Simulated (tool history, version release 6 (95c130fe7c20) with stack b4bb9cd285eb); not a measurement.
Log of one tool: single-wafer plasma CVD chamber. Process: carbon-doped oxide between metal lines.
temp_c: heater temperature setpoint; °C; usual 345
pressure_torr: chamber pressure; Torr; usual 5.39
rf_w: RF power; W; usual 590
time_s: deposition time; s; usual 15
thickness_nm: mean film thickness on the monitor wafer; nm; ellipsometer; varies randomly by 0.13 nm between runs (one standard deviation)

| run | hour | temp_c | pressure_torr | rf_w | time_s | wafers since the last listed run | hours since the last thermocouple change | hours since the last RF generator calibration | hours since the last manometer calibration | hours since the showerhead was replaced | hours since the gauge calibration | read-back reference wafer on the same gauge, thickness_nm | thickness_nm |
|---|---|---|---|---|---|---|---|---|---|---|---|---|---|
| 1 | 0 | 345 | 5.39 | 590 | 15 | 0 | 2575.5 | 2065 | 752.3 | 6211.1 | 65.4 | 80.217 | 86.67 |
| 2 | 18.9 | 345 | 5.39 | 590 | 15 | 279 | 2594.4 | 2083.9 | 771.2 | 6230 | 84.3 | 80.129 | 86.629 |
| 3 | 43 | 345 | 5.39 | 590 | 15 | 356 | 2618.5 | 2108 | 795.3 | 6254.1 | 108.4 | 80.066 | 86.629 |
| 4 | 59.1 | 345 | 5.39 | 590 | 13.7 | 237 | 2634.6 | 2124.1 | 811.4 | 6270.2 | 124.5 | 80.042 | 79.206 |
| 5 | 74.2 | 345 | 5.39 | 590 | 13.7 | 223 | 2649.7 | 2139.2 | 826.5 | 6285.3 | 139.6 | 79.964 | 78.968 |
|  | 94 | showerhead replaced |
| 6 | 100.6 | 345 | 5.39 | 590 | 13.7 | 271 | 2676.1 | 2165.6 | 852.9 | 6.6 | 166 | 79.807 | 78.796 |
|  | 114.9 | thermocouple changed; heater temperature recalibrated |
| 7 | 116.5 | 345 | 5.39 | 645 | 15 | 116 | 1.6 | 2181.5 | 868.8 | 22.5 | 181.9 | 79.758 | 89.744 |
| 8 | 143.1 | 354 | 5.39 | 495 | 17.8 | 393 | 28.2 | 2208.1 | 895.4 | 49.1 | 208.5 | 79.641 | 91.732 |
|  | 176.3 | RF generator calibrated |
| 9 | 177.5 | 358 | 5.39 | 480 | 14.1 | 390 | 62.6 | 1.2 | 929.8 | 83.5 | 242.9 | 79.47 | 70.996 |
|  | 186.8 | gauge calibrated |
| 10 | 194.6 | 345 | 5.39 | 590 | 15 | 252 | 79.7 | 18.3 | 946.9 | 100.6 | 7.8 | 80.375 | 86.817 |
| 11 | 207 | 345 | 5.39 | 590 | 13.7 | 183 | 92.1 | 30.7 | 959.3 | 113 | 20.2 | 80.361 | 79.351 |
| 12 | 234.2 | 345 | 6.19 | 590 | 17.3 | 401 | 119.3 | 57.9 | 986.5 | 140.2 | 47.4 | 80.291 | 100.833 |
|  | 243.6 | capacitance manometer re-zeroed and calibrated |
| 13 | 265.7 | 345 | 5.39 | 540 | 13.8 | 347 | 150.8 | 89.4 | 22.1 | 171.7 | 78.9 | 80.323 | 76.933 |
| 14 | 282.9 | 345 | 5.39 | 590 | 14 | 254 | 168 | 106.6 | 39.3 | 188.9 | 96.1 | 80.239 | 80.888 |
| 15 | 312 | 331 | 5.39 | 590 | 12.7 | 430 | 197.1 | 135.7 | 68.4 | 218 | 125.2 | 80.145 | 77.339 |

5 ways to go on from here, each from the tool as it stands after run 15. What would each give?
| A | 312.4 | 345 | 5.39 | 590 | 15 | 5 | 197.5 | 136.1 | 68.8 | 218.4 | 125.6 | ? | ? |
| B | 312.4 | 356 | 5.39 | 690 | 15 | 5 | 197.5 | 136.1 | 68.8 | 218.4 | 125.6 | ? | ? |
| C | 312.4 | 345 | 4.67 | 475 | 15 | 5 | 197.5 | 136.1 | 68.8 | 218.4 | 125.6 | ? | ? |
| D | 312.4 | 334 | 5.39 | 590 | 15 | 5 | 197.5 | 136.1 | 68.8 | 218.4 | 125.6 | ? | ? |
| E | 312.4 | 358 | 4.07 | 645 | 17.1 | 5 | 197.5 | 136.1 | 68.8 | 218.4 | 125.6 | ? | ? |

| run | read-back reference wafer on the same gauge, thickness_nm | thickness_nm |
|---|---|---|
| A | 80.138 | 86.838 |
| B | 80.138 | 89.903 |
| C | 80.138 | 77.897 |
| D | 80.138 | 90.373 |
| E | 80.138 | 95.763 |
Without the tool's hidden state the same runs would have given:
| run | thickness_nm |
|---|---|
| A | 86.905 |
| B | 89.972 |
| C | 77.957 |
| D | 90.443 |
| E | 95.836 |

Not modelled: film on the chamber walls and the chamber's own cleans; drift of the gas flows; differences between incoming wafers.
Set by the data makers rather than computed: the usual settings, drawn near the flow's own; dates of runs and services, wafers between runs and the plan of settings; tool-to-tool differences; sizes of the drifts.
